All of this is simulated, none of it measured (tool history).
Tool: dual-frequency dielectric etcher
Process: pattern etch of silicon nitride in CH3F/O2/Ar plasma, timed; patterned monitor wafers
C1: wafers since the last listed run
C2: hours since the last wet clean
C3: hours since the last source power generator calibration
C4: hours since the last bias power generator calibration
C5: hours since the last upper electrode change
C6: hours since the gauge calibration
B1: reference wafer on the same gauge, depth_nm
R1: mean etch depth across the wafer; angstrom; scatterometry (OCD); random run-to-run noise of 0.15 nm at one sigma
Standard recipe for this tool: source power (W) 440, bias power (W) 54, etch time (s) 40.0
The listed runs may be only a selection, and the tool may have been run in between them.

{"run": 1, "day": 0.0, "source power (W)": 440, "bias power (W)": 54, "etch time (s)": 40.0, "C1": 0, "C2": 65.7, "C3": 2439.8, "C4": 56.5, "C5": 4336.8, "C6": 1651.1, "B1": 24.62, "R1": 256.0}
{"run": 2, "day": 3.342, "source power (W)": 440, "bias power (W)": 54, "etch time (s)": 40.0, "C1": 1374, "C2": 145.9, "C3": 2520.0, "C4": 136.7, "C5": 4417.0, "C6": 1731.3, "B1": 24.61, "R1": 255.9}
{"run": 3, "day": 5.929, "source power (W)": 440, "bias power (W)": 54, "etch time (s)": 40.0, "C1": 1064, "C2": 208.0, "C3": 2582.1, "C4": 198.8, "C5": 4479.1, "C6": 1793.4, "B1": 24.63, "R1": 253.5}
{"run": 4, "day": 9.5, "source power (W)": 380, "bias power (W)": 54, "etch time (s)": 40.0, "C1": 1468, "C2": 293.7, "C3": 2667.8, "C4": 284.5, "C5": 4564.8, "C6": 1879.1, "B1": 24.58, "R1": 243.9}
{"run": 5, "day": 13.058, "source power (W)": 380, "bias power (W)": 54, "etch time (s)": 40.0, "C1": 1463, "C2": 379.1, "C3": 2753.2, "C4": 369.9, "C5": 4650.2, "C6": 1964.5, "B1": 24.61, "R1": 241.0}
{"run": 6, "day": 15.621, "source power (W)": 380, "bias power (W)": 54, "etch time (s)": 40.0, "C1": 1054, "C2": 440.6, "C3": 2814.7, "C4": 431.4, "C5": 4711.7, "C6": 2026.0, "B1": 24.64, "R1": 240.5}
{"run": 7, "day": 17.525, "source power (W)": 440, "bias power (W)": 54, "etch time (s)": 48.0, "C1": 783, "C2": 486.3, "C3": 2860.4, "C4": 477.1, "C5": 4757.4, "C6": 2071.7, "B1": 24.57, "R1": 299.2}
{"day": 20.629, "done": "gauge calibrated"}
{"run": 8, "day": 20.871, "source power (W)": 540, "bias power (W)": 43, "etch time (s)": 34.0, "C1": 1376, "C2": 566.6, "C3": 2940.7, "C4": 557.4, "C5": 4837.7, "C6": 5.8, "B1": 24.59, "R1": 207.6}
{"day": 22.288, "done": "wet clean of the chamber"}
{"run": 9, "day": 24.129, "source power (W)": 440, "bias power (W)": 54, "etch time (s)": 40.0, "C1": 928, "C2": 44.2, "C3": 3018.9, "C4": 635.6, "C5": 4915.9, "C6": 84.0, "B1": 24.66, "R1": 257.1}
{"run": 10, "day": 25.796, "source power (W)": 520, "bias power (W)": 40, "etch time (s)": 34.0, "C1": 685, "C2": 84.2, "C3": 3058.9, "C4": 675.6, "C5": 4955.9, "C6": 124.0, "B1": 24.58, "R1": 211.6}
{"run": 11, "day": 27.379, "source power (W)": 410, "bias power (W)": 54, "etch time (s)": 40.0, "C1": 651, "C2": 122.2, "C3": 3096.9, "C4": 713.6, "C5": 4993.9, "C6": 162.0, "B1": 24.65, "R1": 248.5}
{"run": 12, "day": 31.712, "source power (W)": 440, "bias power (W)": 62, "etch time (s)": 35.0, "C1": 1782, "C2": 226.2, "C3": 3200.9, "C4": 817.6, "C5": 5097.9, "C6": 266.0, "B1": 24.55, "R1": 231.9}
{"day": 34.492, "done": "upper electrode replaced"}
{"run": 13, "day": 35.017, "source power (W)": 440, "bias power (W)": 59, "etch time (s)": 33.0, "C1": 947, "C2": 305.5, "C3": 3280.2, "C4": 896.9, "C5": 12.6, "C6": 345.3, "B1": 24.55, "R1": 214.2}
{"run": 14, "day": 38.421, "source power (W)": 440, "bias power (W)": 40, "etch time (s)": 40.0, "C1": 1400, "C2": 387.2, "C3": 3361.9, "C4": 978.6, "C5": 94.3, "C6": 427.0, "B1": 24.55, "R1": 231.6}
{"run": 15, "day": 42.621, "source power (W)": 440, "bias power (W)": 54, "etch time (s)": 40.0, "C1": 1727, "C2": 488.0, "C3": 3462.7, "C4": 1079.4, "C5": 195.1, "C6": 527.8, "B1": 24.59, "R1": 247.9}
{"run": 16, "day": 46.008, "source power (W)": 440, "bias power (W)": 54, "etch time (s)": 40.0, "C1": 1393, "C2": 569.3, "C3": 3544.0, "C4": 1160.7, "C5": 276.4, "C6": 609.1, "B1": 24.64, "R1": 246.4}
{"run": 17, "day": 48.217, "source power (W)": 440, "bias power (W)": 66, "etch time (s)": 40.0, "C1": 908, "C2": 622.3, "C3": 3597.0, "C4": 1213.7, "C5": 329.4, "C6": 662.1, "B1": 24.53, "R1": 259.8}
{"day": 48.604, "done": "source power generator calibrated"}
{"run": 18, "day": 52.704, "source power (W)": 440, "bias power (W)": 44, "etch time (s)": 33.0, "C1": 1777, "C2": 730.0, "C3": 98.4, "C4": 1321.4, "C5": 437.1, "C6": 769.8, "B1": 24.57, "R1": 191.0}
{"day": 55.242, "done": "wet clean of the chamber"}
{"run": 19, "day": 55.262, "source power (W)": 440, "bias power (W)": 47, "etch time (s)": 40.0, "C1": 641, "C2": 0.5, "C3": 159.8, "C4": 1382.8, "C5": 498.5, "C6": 831.2, "B1": 24.58, "R1": 250.6}
{"run": 20, "day": 59.367, "source power (W)": 440, "bias power (W)": 54, "etch time (s)": 40.0, "C1": 1688, "C2": 99.0, "C3": 258.3, "C4": 1481.3, "C5": 597.0, "C6": 929.7, "B1": 24.65, "R1": 256.7}
{"run": 21, "day": 61.662, "source power (W)": 440, "bias power (W)": 54, "etch time (s)": 40.0, "C1": 944, "C2": 154.1, "C3": 313.4, "C4": 1536.4, "C5": 652.1, "C6": 984.8, "B1": 24.54, "R1": 254.5}
{"run": 22, "day": 65.992, "source power (W)": 470, "bias power (W)": 54, "etch time (s)": 43.0, "C1": 1780, "C2": 258.0, "C3": 417.3, "C4": 1640.3, "C5": 756.0, "C6": 1088.7, "B1": 24.64, "R1": 274.3}
{"run": 23, "day": 70.346, "source power (W)": 370, "bias power (W)": 66, "etch time (s)": 35.5, "C1": 1791, "C2": 362.5, "C3": 521.8, "C4": 1744.8, "C5": 860.5, "C6": 1193.2, "B1": 24.6, "R1": 224.9}

For run 24, what comes out?
{"run": 24, "day": 72.25, "source power (W)": 440, "bias power (W)": 54, "etch time (s)": 40.0, "C1": 783, "C2": 408.2, "C3": 567.5, "C4": 1790.5, "C5": 906.2, "C6": 1238.9, "B1": "?", "R1": "?"}

For run 24 the tool returned B1 24.60, R1 249.3 angstrom.
The same run, on a tool lacking any hidden state, would have yielded R1 258.0 angstrom.

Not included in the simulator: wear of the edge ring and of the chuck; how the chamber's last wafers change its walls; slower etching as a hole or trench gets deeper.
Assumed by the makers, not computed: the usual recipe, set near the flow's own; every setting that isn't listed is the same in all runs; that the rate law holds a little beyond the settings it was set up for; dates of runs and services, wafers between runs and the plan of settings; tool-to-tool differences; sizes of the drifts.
